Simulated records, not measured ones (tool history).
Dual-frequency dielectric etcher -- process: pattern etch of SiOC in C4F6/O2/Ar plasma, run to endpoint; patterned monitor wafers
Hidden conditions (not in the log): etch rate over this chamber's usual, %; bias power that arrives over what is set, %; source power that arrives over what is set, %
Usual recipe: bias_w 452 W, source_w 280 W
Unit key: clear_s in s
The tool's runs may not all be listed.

run      day  bias_w  source_w  wafers since the last listed run  hours since the last wet clean  hours since the last bias power generator calibration  hours since the last source power generator calibration  hours since the last upper electrode change  incoming incoming film thickness, nm  clear_s
  1    0.000     490       280                                 0                           190.6                                                 1282.5                                                   3317.4                                       3990.4                                 46.32     16.3
  2    2.029     490       280                               784                           239.3                                                 1331.2                                                   3366.1                                       4039.1                                 46.62     16.1
  3    3.954     490       280                               743                           285.5                                                 1377.4                                                   3412.3                                       4085.3                                 46.82     16.4
  4    6.054     383       280                               811                           335.9                                                 1427.8                                                   3462.7                                       4135.7                                 46.68     17.7
  5   10.542     383       280                              1734                           443.6                                                 1535.5                                                   3570.4                                       4243.4                                 46.25     17.2
  6   14.850     495       310                              1664                           547.0                                                 1638.9                                                   3673.8                                       4346.8                                 46.89     15.1
      18.342  -- wet clean of the chamber
  7   19.325     495       310                              1342                            23.6                                                 1746.3                                                   3781.2                                       4454.2                                 46.29     16.4
  8   23.479     495       310                              1605                           123.3                                                 1846.0                                                   3880.9                                       4553.9                                 46.80     16.8
      24.475  -- bias power generator calibrated
  9   26.425     452       280                              1073                           194.0                                                   46.8                                                   3951.6                                       4624.6                                 46.53     17.9
 10   29.283     452       280                              1104                           262.6                                                  115.4                                                   4020.2                                       4693.2                                 46.48     17.6
      33.346  -- wet clean of the chamber, repeated, since the last time left the tool worse
 11   33.367     524       330                              1191                             0.5                                                  213.4                                                   4118.2                                       4791.2                                 47.37     14.8
 12   34.233     524       330                               334                            21.3                                                  234.2                                                   4139.0                                       4812.0                                 46.57     14.5
 13   36.350     452       280                               817                            72.1                                                  285.0                                                   4189.8                                       4862.8                                 47.09     16.8
      36.725  -- source power generator calibrated
 14   39.833     366       280                              1281                           155.7                                                  368.6                                                     74.6                                       4946.4                                 46.85     17.9
 15   41.775     452       280                               750                           202.3                                                  415.2                                                    121.2                                       4993.0                                 46.60     16.4
 16   45.212     415       220                              1328                           284.8                                                  497.7                                                    203.7                                       5075.5                                 46.72     19.6
 17   50.471     342       220                              2031                           411.0                                                  623.9                                                    329.9                                       5201.7                                 46.72     21.2
 18   54.129     452       280                              1413                           498.8                                                  711.7                                                    417.7                                       5289.5                                 46.70     16.3
 19   57.658     506       230                              1363                           583.5                                                  796.4                                                    502.4                                       5374.2                                 46.80     17.2
      58.938  -- wet clean of the chamber
 20   59.479     494       230                               317                            13.0                                                  840.1                                                    546.1                                       5417.9                                 46.28     17.9
      62.050  -- upper electrode replaced
 21   66.721     380       300                              2411                           186.8                                                 1013.9                                                    719.9                                        112.1                                 47.08     17.3
 22   70.575     413       240                              1489                           279.3                                                 1106.4                                                    812.4                                        204.6                                 46.90     18.5
 23   73.696     452       280                              1205                           354.2                                                 1181.3                                                    887.3                                        279.5                                 46.91     16.5
 24   76.354     516       240                              1027                           418.0                                                 1245.1                                                    951.1                                        343.3                                 46.66     16.7
 25   78.479     405       240                               821                           469.0                                                 1296.1                                                   1002.1                                        394.3                                 46.49     18.6
      79.546  -- wet clean of the chamber
 26   82.438     423       300                              1143                            69.4                                                 1391.1                                                   1097.1                                        489.3                                 46.37     16.7
 27   85.033     452       280                              1003                           131.7                                                 1453.4                                                   1159.4                                        551.6                                 46.74     16.8
 28   89.075     506       230                              1561                           228.7                                                 1550.4                                                   1256.4                                        648.6                                 46.84     17.6
      90.100  -- bias power generator calibrated
 29   92.542     350       210                              1275                           311.9                                                   58.6                                                   1339.6                                        731.8                                 46.89     21.4
 30   96.612     364       230                              1573                           409.6                                                  156.3                                                   1437.3                                        829.5                                 47.01     20.0
 31   98.779     483       280                               837                           461.6                                                  208.3                                                   1489.3                                        881.5                                 46.59     16.0
     102.012  -- wet clean of the chamber
 32  102.033     544       280                               871                             0.5                                                  286.4                                                   1567.4                                        959.6                                 46.52     15.8
 33  102.762     556       250                               281                            18.0                                                  303.9                                                   1584.9                                        977.1                                 46.21     16.3
 34  104.600     506       230                               710                            62.1                                                  348.0                                                   1629.0                                       1021.2                                 47.02     18.1

5 ways to go on from here, each from the tool as it stands after run 34. What would each give?
  A  104.617     393       280                                 6                            62.5                                                  348.4                                                   1629.4                                       1021.6                                 46.49        ?
  B  104.617     385       320                                 6                            62.5                                                  348.4                                                   1629.4                                       1021.6                                 46.49        ?
  C  104.617     344       320                                 6                            62.5                                                  348.4                                                   1629.4                                       1021.6                                 46.49        ?
  D  104.617     380       330                                 6                            62.5                                                  348.4                                                   1629.4                                       1021.6                                 46.49        ?
  E  104.617     452       250                                 6                            62.5                                                  348.4                                                   1629.4                                       1021.6                                 46.49        ?

run  clear_s
  A     17.9
  B     16.8
  C     17.5
  D     16.6
  E     18.0
Stripped of hidden state, with their random variation kept, the same runs would have yielded:
run  clear_s
  A     17.9
  B     16.9
  C     17.6
  D     16.7
  E     18.1
